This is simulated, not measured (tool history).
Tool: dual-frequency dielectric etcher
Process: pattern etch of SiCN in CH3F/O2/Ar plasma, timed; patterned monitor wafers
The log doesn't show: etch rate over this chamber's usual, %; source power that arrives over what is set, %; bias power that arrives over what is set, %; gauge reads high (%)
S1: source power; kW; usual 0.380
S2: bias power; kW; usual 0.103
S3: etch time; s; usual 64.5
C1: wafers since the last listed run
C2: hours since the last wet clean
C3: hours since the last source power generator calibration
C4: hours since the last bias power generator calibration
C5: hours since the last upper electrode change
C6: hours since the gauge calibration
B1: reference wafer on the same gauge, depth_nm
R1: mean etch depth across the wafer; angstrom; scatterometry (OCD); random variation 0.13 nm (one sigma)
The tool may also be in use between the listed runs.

| run | hour | S1 | S2 | S3 | C1 | C2 | C3 | C4 | C5 | C6 | B1 | R1 |
|---|---|---|---|---|---|---|---|---|---|---|---|---|
| 1 | 0.0 | 0.380 | 0.087 | 64.5 | 0 | 390.3 | 2408.9 | 4602.6 | 2809.0 | 99.1 | 27.08 | 262.1 |
| 2 | 11.0 | 0.380 | 0.087 | 64.5 | 109 | 401.3 | 2419.9 | 4613.6 | 2820.0 | 110.1 | 27.15 | 262.3 |
| 3 | 25.2 | 0.380 | 0.087 | 64.5 | 141 | 415.5 | 2434.1 | 4627.8 | 2834.2 | 124.3 | 27.09 | 260.3 |
| 4 | 41.2 | 0.420 | 0.103 | 64.5 | 159 | 431.5 | 2450.1 | 4643.8 | 2850.2 | 140.3 | 27.08 | 283.1 |
|  | 69.0 | wet clean of the chamber |
|  | 71.7 | upper electrode replaced |
| 5 | 72.2 | 0.420 | 0.103 | 64.5 | 42 | 3.2 | 2481.1 | 4674.8 | 0.5 | 171.3 | 27.11 | 297.0 |
| 6 | 72.5 | 0.420 | 0.103 | 64.5 | 2 | 3.5 | 2481.4 | 4675.1 | 0.8 | 171.6 | 27.14 | 298.5 |
| 7 | 77.7 | 0.380 | 0.103 | 64.5 | 51 | 8.7 | 2486.6 | 4680.3 | 6.0 | 176.8 | 27.08 | 285.9 |
| 8 | 87.5 | 0.380 | 0.103 | 64.5 | 97 | 18.5 | 2496.4 | 4690.1 | 15.8 | 186.6 | 27.09 | 286.2 |
| 9 | 95.6 | 0.380 | 0.103 | 64.5 | 80 | 26.6 | 2504.5 | 4698.2 | 23.9 | 194.7 | 27.05 | 286.8 |
| 10 | 106.0 | 0.300 | 0.086 | 76.5 | 103 | 37.0 | 2514.9 | 4708.6 | 34.3 | 205.1 | 27.06 | 291.2 |
|  | 111.9 | bias power generator calibrated |
| 11 | 112.6 | 0.330 | 0.103 | 64.5 | 25 | 43.6 | 2521.5 | 0.7 | 40.9 | 211.7 | 27.10 | 269.0 |
| 12 | 122.9 | 0.380 | 0.103 | 64.5 | 102 | 53.9 | 2531.8 | 11.0 | 51.2 | 222.0 | 27.10 | 282.0 |
| 13 | 139.5 | 0.320 | 0.111 | 57.5 | 165 | 70.5 | 2548.4 | 27.6 | 67.8 | 238.6 | 27.09 | 241.9 |
| 14 | 150.2 | 0.380 | 0.103 | 64.5 | 106 | 81.2 | 2559.1 | 38.3 | 78.5 | 249.3 | 27.13 | 285.6 |
|  | 152.7 | gauge calibrated |
|  | 171.2 | source power generator calibrated |
| 15 | 185.0 | 0.310 | 0.090 | 55.5 | 307 | 116.0 | 13.8 | 73.1 | 113.3 | 32.3 | 27.18 | 216.7 |
| 16 | 201.9 | 0.380 | 0.103 | 55.5 | 168 | 132.9 | 30.7 | 90.0 | 130.2 | 49.2 | 27.10 | 241.3 |
| 17 | 208.6 | 0.350 | 0.123 | 48.5 | 66 | 139.6 | 37.4 | 96.7 | 136.9 | 55.9 | 27.07 | 216.1 |
| 18 | 222.1 | 0.380 | 0.094 | 77.5 | 134 | 153.1 | 50.9 | 110.2 | 150.4 | 69.4 | 27.08 | 329.1 |

Forecast each of these 3 alternatives for the next run:
| A | 222.5 | 0.380 | 0.103 | 64.5 | 3 | 153.5 | 51.3 | 110.6 | 150.8 | 69.8 | ? | ? |
| B | 222.5 | 0.310 | 0.103 | 79.0 | 3 | 153.5 | 51.3 | 110.6 | 150.8 | 69.8 | ? | ? |
| C | 222.5 | 0.280 | 0.103 | 64.5 | 3 | 153.5 | 51.3 | 110.6 | 150.8 | 69.8 | ? | ? |

| run | B1 | R1 |
|---|---|---|
| A | 27.07 | 282.1 |
| B | 27.07 | 317.8 |
| C | 27.07 | 248.7 |
Without the tool's hidden state the same runs would have given:
| run | R1 |
|---|---|
| A | 285.4 |
| B | 321.6 |
| C | 251.6 |
